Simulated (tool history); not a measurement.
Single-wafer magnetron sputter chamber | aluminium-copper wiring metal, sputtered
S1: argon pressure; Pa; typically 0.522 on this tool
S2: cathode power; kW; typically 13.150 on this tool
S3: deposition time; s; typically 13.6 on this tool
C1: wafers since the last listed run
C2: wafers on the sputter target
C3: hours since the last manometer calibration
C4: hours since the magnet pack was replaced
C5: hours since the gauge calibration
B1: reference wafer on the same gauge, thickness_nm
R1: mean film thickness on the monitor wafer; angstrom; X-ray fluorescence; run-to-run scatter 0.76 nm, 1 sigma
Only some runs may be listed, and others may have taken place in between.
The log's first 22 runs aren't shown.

run	hour	S1	S2	S3	C1	C2	C3	C4	C5	B1	R1
23	499.2	0.661	11.100	13.6	685	4190	203.6	51.4	107.6	273.205	2200.69
24	530.7	0.522	14.700	16.1	873	5064	235.1	82.9	139.1	272.932	3551.93
25	563.4	0.522	13.150	14.8	906	5971	267.8	115.6	171.8	273.051	2958.19
26	591.9	0.415	13.150	13.6	790	6761	296.3	144.1	200.3	272.565	2868.56
# hour 607.2: sputter target and shields replaced
27	624.8	0.463	10.150	11.4	690	487	329.2	177.0	233.2	272.853	1894.82
28	655.8	0.360	16.100	13.6	859	1347	360.2	208.0	264.2	273.002	3528.35
29	681.6	0.685	13.150	15.0	715	2062	386.0	233.8	290.0	272.880	2782.43
30	699.7	0.633	13.150	11.2	502	2564	404.1	251.9	308.1	273.352	2143.90
31	721.3	0.426	11.850	10.9	599	3164	425.7	273.5	329.7	273.170	2102.96
32	736.4	0.522	13.150	13.6	418	3582	440.8	288.6	344.8	272.869	2733.66
33	802.3	0.403	13.150	12.2	1827	5410	506.7	354.5	410.7	272.641	2597.15
34	818.3	0.522	13.150	15.7	443	5854	522.7	370.5	426.7	272.893	3164.68

Branching from run 34: 4 alternative next runs. What would each branch give?
A	818.7	0.522	13.150	13.6	11	5865	523.1	370.9	427.1	?	?
B	818.7	0.522	10.900	13.6	11	5865	523.1	370.9	427.1	?	?
C	818.7	0.522	10.850	16.1	11	5865	523.1	370.9	427.1	?	?
D	818.7	0.522	16.150	11.0	11	5865	523.1	370.9	427.1	?	?

run	B1	R1
A	273.022	2733.37
B	273.022	2333.40
C	273.022	2751.81
D	273.022	2642.15
Without the tool's hidden state the same runs would have given:
run	R1
A	2692.46
B	2298.48
C	2710.63
D	2602.61
